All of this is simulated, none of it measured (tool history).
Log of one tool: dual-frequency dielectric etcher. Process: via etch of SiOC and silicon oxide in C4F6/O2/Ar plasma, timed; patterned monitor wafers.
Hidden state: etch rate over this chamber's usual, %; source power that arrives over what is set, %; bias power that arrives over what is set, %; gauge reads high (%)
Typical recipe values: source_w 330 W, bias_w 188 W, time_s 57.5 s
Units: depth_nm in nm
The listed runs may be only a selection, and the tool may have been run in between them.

run    hour  source_w  bias_w  time_s  wafers since the last listed run  hours since the last wet clean  hours since the last source power generator calibration  hours since the last bias power generator calibration  hours since the last upper electrode change  hours since the gauge calibration  read-back reference wafer on the same gauge, depth_nm  depth_nm
  1     0.0       330     188    47.5                                 0                           127.0                                                   3309.9                                                 2933.0                                       3600.5                              789.2                                                   53.5      52.6
  2    33.2       330     188    47.5                               398                           160.2                                                   3343.1                                                 2966.2                                       3633.7                              822.4                                                   53.5      52.4
  3    72.6       360     188    57.5                               472                           199.6                                                   3382.5                                                 3005.6                                       3673.1                              861.8                                                   53.5      66.3
  4   110.9       330     188    66.0                               459                           237.9                                                   3420.8                                                 3043.9                                       3711.4                              900.1                                                   53.5      73.0
  5   159.0       330     188    47.0                               576                           286.0                                                   3468.9                                                 3092.0                                       3759.5                              948.2                                                   53.5      51.8
  6   189.2       330     188    47.0                               362                           316.2                                                   3499.1                                                 3122.2                                       3789.7                              978.4                                                   53.5      51.8
  7   240.9       330     188    51.5                               620                           367.9                                                   3550.8                                                 3173.9                                       3841.4                             1030.1                                                   53.5      56.9
  8   300.7       330     188    51.5                               717                           427.7                                                   3610.6                                                 3233.7                                       3901.2                             1089.9                                                   53.5      56.7
      325.0  -- wet clean of the chamber
  9   347.5       330     188    65.5                               273                            22.5                                                   3657.4                                                 3280.5                                       3948.0                             1136.7                                                   53.5      72.5
 10   402.4       330     188    57.5                               658                            77.4                                                   3712.3                                                 3335.4                                       4002.9                             1191.6                                                   53.5      63.5
 11   526.2       330     188    57.5                              1484                           201.2                                                   3836.1                                                 3459.2                                       4126.7                             1315.4                                                   53.5      63.7
      535.5  -- bias power generator calibrated
 12   596.7       330     188    57.5                               797                           271.7                                                   3906.6                                                   61.2                                       4197.2                             1385.9                                                   53.5      63.5
 13   652.8       330     170    57.5                               672                           327.8                                                   3962.7                                                  117.3                                       4253.3                             1442.0                                                   53.4      62.0
      723.2  -- gauge calibrated
      738.8  -- upper electrode replaced
 14   776.5       390     226    57.5                              1195                           451.5                                                   4086.4                                                  241.0                                         37.7                               53.3                                                   53.5      72.4
 15   834.3       370     188    57.5                               693                           509.3                                                   4144.2                                                  298.8                                         95.5                              111.1                                                   53.5      66.8
      877.1  -- wet clean of the chamber
 16   883.5       400     169    52.0                               302                             6.4                                                   4193.4                                                  348.0                                        144.7                              160.3                                                   53.5      61.1
 17   943.3       330     149    57.5                               717                            66.2                                                   4253.2                                                  407.8                                        204.5                              220.1                                                   53.5      59.8
      961.7  -- source power generator calibrated
 18   994.0       330     188    57.5                               560                           116.9                                                     32.3                                                  458.5                                        255.2                              270.8                                                   53.5      63.6
 19  1060.8       350     188    42.5                               801                           183.7                                                     99.1                                                  525.3                                        322.0                              337.6                                                   53.5      48.4

Expected results for the next run?
 20  1125.0       250     148    74.5                               769                           247.9                                                    163.3                                                  589.5                                        386.2                              401.8                                                      ?         ?

{"run 20": {"read-back reference wafer on the same gauge, depth_nm": 53.5, "depth_nm": 66.8}}
Take away the tool's hidden state, keep the run-to-run variation as it was, and the same run would have given depth_nm 66.8 nm.
